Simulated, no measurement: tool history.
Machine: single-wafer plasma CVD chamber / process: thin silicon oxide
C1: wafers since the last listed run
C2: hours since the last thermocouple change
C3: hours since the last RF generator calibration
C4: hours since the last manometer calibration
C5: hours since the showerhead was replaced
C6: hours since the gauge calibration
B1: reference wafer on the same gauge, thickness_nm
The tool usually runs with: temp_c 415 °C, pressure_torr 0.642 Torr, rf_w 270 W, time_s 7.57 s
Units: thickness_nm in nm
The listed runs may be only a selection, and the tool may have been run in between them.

Run 1, hour 0: usual settings but pressure_torr 0.717 Torr; C1 0; C2 604.8; C3 352.4; C4 1070.6; C5 2585.5; C6 308.6; B1 9.9. Result: thickness_nm 12.823 nm.
Run 2, hour 23.6: usual settings; C1 601; C2 628.4; C3 376; C4 1094.2; C5 2609.1; C6 332.2; B1 9.892. Result: thickness_nm 11.482 nm.
Run 3, hour 59.6: usual settings; C1 916; C2 664.4; C3 412; C4 1130.2; C5 2645.1; C6 368.2; B1 9.901. Result: thickness_nm 11.659 nm.
Run 4, hour 156.5: usual settings; C1 2467; C2 761.3; C3 508.9; C4 1227.1; C5 2742; C6 465.1; B1 9.914. Result: thickness_nm 11.775 nm.
Run 5, hour 186.1: usual settings but pressure_torr 0.515 Torr; C1 753; C2 790.9; C3 538.5; C4 1256.7; C5 2771.6; C6 494.7; B1 9.896. Result: thickness_nm 9.605 nm.
Run 6, hour 219.1: usual settings but pressure_torr 0.515 Torr; C1 840; C2 823.9; C3 571.5; C4 1289.7; C5 2804.6; C6 527.7; B1 9.906. Result: thickness_nm 9.641 nm.
Run 7, hour 233.8: usual settings; C1 374; C2 838.6; C3 586.2; C4 1304.4; C5 2819.3; C6 542.4; B1 9.898. Result: thickness_nm 11.902 nm.
Run 8, hour 247.7: usual settings; C1 354; C2 852.5; C3 600.1; C4 1318.3; C5 2833.2; C6 556.3; B1 9.903. Result: thickness_nm 11.878 nm.
Run 9, hour 268.1: usual settings; C1 519; C2 872.9; C3 620.5; C4 1338.7; C5 2853.6; C6 576.7; B1 9.894. Result: thickness_nm 11.795 nm.
Run 10, hour 288.4: usual settings; C1 517; C2 893.2; C3 640.8; C4 1359; C5 2873.9; C6 597; B1 9.89. Result: thickness_nm 11.825 nm.
At hour 312.3: gauge calibrated.
At hour 313.8: capacitance manometer re-zeroed and calibrated.
Run 11, hour 323.8: usual settings; C1 697; C2 928.6; C3 676.2; C4 10; C5 2909.3; C6 11.5; B1 9.899. Result: thickness_nm 11.067 nm.
Run 12, hour 351.5: usual settings but time_s 8.43 s; C1 705; C2 956.3; C3 703.9; C4 37.7; C5 2937; C6 39.2; B1 9.901. Result: thickness_nm 12.331 nm.
Run 13, hour 383.5: usual settings but time_s 8.43 s; C1 815; C2 988.3; C3 735.9; C4 69.7; C5 2969; C6 71.2; B1 9.909. Result: thickness_nm 12.302 nm.
Run 14, hour 414.8: usual settings but time_s 8.43 s; C1 797; C2 1019.6; C3 767.2; C4 101; C5 3000.3; C6 102.5; B1 9.903. Result: thickness_nm 12.346 nm.
Run 15, hour 437.6: usual settings but temp_c 421 °C; C1 580; C2 1042.4; C3 790; C4 123.8; C5 3023.1; C6 125.3; B1 9.9. Result: thickness_nm 11.139 nm.

Run 16 is up next; what results do you expect?
At hour 450.4: thermocouple changed; heater temperature recalibrated.
Run 16, hour 473.4: usual settings; C1 708; C2 23; C3 825.8; C4 159.6; C5 3058.9; C6 161.1; B1 ?. Result: thickness_nm ?.

B1: 9.904
thickness_nm: 11.164 nm
Were there no unlogged condition in the tool, this run, its random variation unchanged, would have produced thickness_nm 11.181 nm.

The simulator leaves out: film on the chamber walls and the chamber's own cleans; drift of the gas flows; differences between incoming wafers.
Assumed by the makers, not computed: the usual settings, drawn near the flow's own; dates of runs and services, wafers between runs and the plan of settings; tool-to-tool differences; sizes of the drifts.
